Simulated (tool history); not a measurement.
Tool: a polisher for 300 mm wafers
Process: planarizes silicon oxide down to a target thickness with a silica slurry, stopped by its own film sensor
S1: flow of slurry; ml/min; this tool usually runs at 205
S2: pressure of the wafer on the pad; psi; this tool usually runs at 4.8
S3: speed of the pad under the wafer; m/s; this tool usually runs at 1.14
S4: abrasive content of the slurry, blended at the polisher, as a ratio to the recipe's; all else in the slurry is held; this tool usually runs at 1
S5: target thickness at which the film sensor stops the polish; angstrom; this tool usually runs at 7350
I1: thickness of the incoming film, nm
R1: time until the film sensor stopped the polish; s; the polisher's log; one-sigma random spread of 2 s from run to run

{"run": 1, "day": 0.0, "S1": 165, "S2": 4.8, "S3": 1.14, "S4": 1, "S5": 7350, "I1": 1149.1, "R1": 126.1}
{"day": 0.333, "done": "slurry nozzle cleaned"}
{"day": 1.017, "done": "worn pad replaced by a new one, of another model than before"}
{"run": 2, "day": 1.558, "S1": 165, "S2": 4.8, "S3": 1.14, "S4": 1, "S5": 7350, "I1": 1161.5, "R1": 116}
{"day": 1.892, "done": "head pressure recalibrated"}
{"run": 3, "day": 4.354, "S1": 205, "S2": 4.8, "S3": 1.14, "S4": 1, "S5": 7350, "I1": 1165.2, "R1": 117.4}
{"run": 4, "day": 6.396, "S1": 250, "S2": 4.8, "S3": 1.14, "S4": 1, "S5": 7350, "I1": 1150.6, "R1": 111.5}
{"day": 8.671, "done": "slurry blender recalibrated"}
{"run": 5, "day": 8.883, "S1": 205, "S2": 4.8, "S3": 1.14, "S4": 1, "S5": 6910, "I1": 1183.2, "R1": 138.1}
{"run": 6, "day": 11.017, "S1": 205, "S2": 4.8, "S3": 1.02, "S4": 1, "S5": 6970, "I1": 1182.6, "R1": 141.8}
{"run": 7, "day": 13.675, "S1": 205, "S2": 4.8, "S3": 1.14, "S4": 1, "S5": 7350, "I1": 1161.7, "R1": 123.3}
{"run": 8, "day": 15.238, "S1": 140, "S2": 3.9, "S3": 1.14, "S4": 1, "S5": 6710, "I1": 1141.7, "R1": 159}
{"run": 9, "day": 18.142, "S1": 205, "S2": 4.8, "S3": 1.14, "S4": 0.75, "S5": 7890, "I1": 1165.5, "R1": 130}
{"day": 19.25, "done": "conditioning disc replaced and pad reconditioned"}
{"run": 10, "day": 20.042, "S1": 135, "S2": 5.3, "S3": 1.14, "S4": 1.1, "S5": 7760, "I1": 1154.9, "R1": 108}
{"run": 11, "day": 23.025, "S1": 180, "S2": 4.8, "S3": 1.14, "S4": 1, "S5": 7350, "I1": 1157.9, "R1": 133.9}
{"day": 24.812, "done": "worn pad replaced by a new one"}
{"run": 12, "day": 25.121, "S1": 205, "S2": 4.8, "S3": 1.02, "S4": 0.85, "S5": 7350, "I1": 1184.8, "R1": 134.6}
{"run": 13, "day": 26.729, "S1": 205, "S2": 4.8, "S3": 1.42, "S4": 1, "S5": 7350, "I1": 1140.8, "R1": 98.2}
{"run": 14, "day": 29.483, "S1": 205, "S2": 4.8, "S3": 1.14, "S4": 1, "S5": 7350, "I1": 1175, "R1": 118.7}
{"run": 15, "day": 31.042, "S1": 205, "S2": 4.8, "S3": 1.14, "S4": 1, "S5": 7350, "I1": 1155.4, "R1": 113.5}
{"day": 31.292, "done": "slurry nozzle cleaned"}
{"day": 32.029, "done": "slurry blender recalibrated"}
{"run": 16, "day": 32.596, "S1": 235, "S2": 4.8, "S3": 1.46, "S4": 1, "S5": 6790, "I1": 1152, "R1": 116.8}
{"run": 17, "day": 35.029, "S1": 205, "S2": 5.6, "S3": 1.14, "S4": 1, "S5": 7350, "I1": 1170.3, "R1": 108.3}
{"day": 40.129, "done": "conditioning disc replaced and pad reconditioned"}
{"run": 18, "day": 42.062, "S1": 165, "S2": 3.5, "S3": 0.78, "S4": 1.1, "S5": 7350, "I1": 1164.5, "R1": 172.9}
{"run": 19, "day": 43.8, "S1": 155, "S2": 3.4, "S3": 0.96, "S4": 1, "S5": 8370, "I1": 1174.1, "R1": 144.4}
{"run": 20, "day": 45.571, "S1": 205, "S2": 4.8, "S3": 1.14, "S4": 1, "S5": 7350, "I1": 1174.9, "R1": 133.7}
{"day": 47.912, "done": "worn pad replaced by a new one"}
{"run": 21, "day": 47.975, "S1": 205, "S2": 4.8, "S3": 1.14, "S4": 1, "S5": 8530, "I1": 1160.2, "R1": 82.1}
{"day": 48.308, "done": "head pressure recalibrated"}
{"run": 22, "day": 50.042, "S1": 205, "S2": 4.8, "S3": 1.14, "S4": 1.25, "S5": 8800, "I1": 1161.4, "R1": 68.2}
{"run": 23, "day": 52.846, "S1": 205, "S2": 4.8, "S3": 1.14, "S4": 1, "S5": 7350, "I1": 1175, "R1": 120.9}
{"day": 54.992, "done": "slurry blender recalibrated"}
{"run": 24, "day": 55.017, "S1": 230, "S2": 4.8, "S3": 1.14, "S4": 1, "S5": 7350, "I1": 1146.8, "R1": 110.3}
{"day": 55.175, "done": "slurry nozzle cleaned"}
{"run": 25, "day": 56.433, "S1": 205, "S2": 5.3, "S3": 0.74, "S4": 0.75, "S5": 6170, "I1": 1173.2, "R1": 190.6}
{"day": 59.129, "done": "conditioning disc replaced and pad reconditioned"}
{"run": 26, "day": 59.15, "S1": 205, "S2": 4.4, "S3": 0.82, "S4": 1, "S5": 6800, "I1": 1156.3, "R1": 159.3}

Below are 3 alternative next runs, each starting from the tool's condition after run 26. Predict each:
{"run": "A", "day": 59.171, "S1": 205, "S2": 4.8, "S3": 1.14, "S4": 1, "S5": 7350, "I1": 1180.4, "R1": "?"}
{"run": "B", "day": 59.171, "S1": 205, "S2": 4.8, "S3": 1.14, "S4": 1.15, "S5": 7350, "I1": 1180.4, "R1": "?"}
{"run": "C", "day": 59.171, "S1": 205, "S2": 3.3, "S3": 0.84, "S4": 1, "S5": 7350, "I1": 1180.4, "R1": "?"}

run=A R1=123.7
run=B R1=116.1
run=C R1=176.7
Take away the tool's hidden state, keep each run's random variation, and the runs would have read:
run=A R1=114.2
run=B R1=107.2
run=C R1=163.1

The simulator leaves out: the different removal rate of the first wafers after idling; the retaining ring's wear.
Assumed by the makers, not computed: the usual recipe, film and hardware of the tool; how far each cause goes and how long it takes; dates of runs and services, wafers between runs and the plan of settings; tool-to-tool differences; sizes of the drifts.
